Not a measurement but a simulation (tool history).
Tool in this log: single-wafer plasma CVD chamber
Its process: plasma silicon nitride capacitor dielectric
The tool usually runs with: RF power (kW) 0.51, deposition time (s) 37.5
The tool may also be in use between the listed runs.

run   hour  RF power (kW)  deposition time (s)  wafers since the last listed run  hours since the last RF generator calibration  hours since the showerhead was replaced  hours since the gauge calibration  read-back reference wafer on the same gauge, thickness_nm  mean film thickness on the monitor wafer (angstrom)
  1      0           0.55                 37.5                                 0                                         1574.3                                   2221.7                              742.3                                                     57.954                                               559.25
  2   25.8           0.55                 37.5                               758                                         1600.1                                   2247.5                              768.1                                                     57.954                                               556.79
  3   43.3           0.51                 37.5                               514                                         1617.6                                     2265                              785.6                                                     57.998                                               546.42
      52.1  -- gauge calibrated
  4   55.6           0.51                 37.5                               361                                         1629.9                                   2277.3                                3.5                                                     57.977                                               546.85
  5   69.8           0.51                 37.5                               417                                         1644.1                                   2291.5                               17.7                                                     57.968                                               546.52
  6   95.1          0.435                 37.5                               743                                         1669.4                                   2316.8                                 43                                                     57.979                                               519.32
  7  108.6           0.51                 37.5                               396                                         1682.9                                   2330.3                               56.5                                                     58.038                                               545.27
  8  126.2           0.51                 37.5                               517                                         1700.5                                   2347.9                               74.1                                                     57.997                                               545.52
  9  138.9           0.51                 37.5                               373                                         1713.2                                   2360.6                               86.8                                                     58.024                                               545.09
 10    172           0.51                 37.5                               972                                         1746.3                                   2393.7                              119.9                                                     58.011                                                545.1
 11  198.7           0.51                 37.5                               784                                           1773                                   2420.4                              146.6                                                     57.974                                               543.38
 12  228.1           0.51                 37.5                               864                                         1802.4                                   2449.8                                176                                                     57.996                                               546.78
 13  260.8           0.51                 37.5                               961                                         1835.1                                   2482.5                              208.7                                                     58.026                                               543.37
 14  290.5           0.51                 37.5                               872                                         1864.8                                   2512.2                              238.4                                                     57.965                                               545.09
 15  306.5           0.51                 37.5                               470                                         1880.8                                   2528.2                              254.4                                                     57.988                                               544.26
 16    332           0.51                 37.5                               749                                         1906.3                                   2553.7                              279.9                                                     57.966                                               544.83
 17  352.3           0.58                 37.5                               596                                         1926.6                                     2574                              300.2                                                     57.989                                               565.13
 18  380.4           0.58                 37.5                               825                                         1954.7                                   2602.1                              328.3                                                     57.937                                               563.64
 19  409.4          0.555                 31.9                               852                                         1983.7                                   2631.1                              357.3                                                     57.997                                               472.84
 20    443           0.51                 33.9                               987                                         2017.3                                   2664.7                              390.9                                                     57.979                                               487.55
 21  456.6          0.415                 34.2                               399                                         2030.9                                   2678.3                              404.5                                                     57.955                                                464.1
 22  469.4           0.51                 37.5                               376                                         2043.7                                   2691.1                              417.3                                                     58.007                                               543.33
     502.6  -- RF generator calibrated
 23  503.1           0.51                 37.5                               755                                            0.5                                   2724.8                                451                                                     57.975                                               534.13
 24  535.8           0.51                 37.5                               961                                           33.2                                   2757.5                              483.7                                                     58.043                                               535.76
 25  566.8           0.51                 37.5                               911                                           64.2                                   2788.5                              514.7                                                     57.971                                               535.15
     589.4  -- showerhead replaced
 26  589.9          0.555                 37.5                               443                                           87.3                                      0.5                              537.8                                                     57.955                                               550.49
 27  605.1           0.43                 34.6                               446                                          102.5                                     15.7                                553                                                     57.998                                               469.29
 28  637.5           0.51                 37.5                               952                                          134.9                                     48.1                              585.4                                                     57.965                                               537.07
     672.8  -- RF generator calibrated, repeated, since the last time left the tool worse
 29  673.3          0.575                 42.3                               817                                            0.5                                     83.9                              621.2                                                     58.033                                               646.25

For run 30, what comes out?
 30  692.7          0.605                 43.9                               570                                           19.9                                    103.3                              640.6                                                          ?                                                    ?

read-back reference wafer on the same gauge, thickness_nm: 57.916
mean film thickness on the monitor wafer (angstrom): 679.1
Had the tool carried no hidden state, the very same run would have given mean film thickness on the monitor wafer (angstrom) 680.
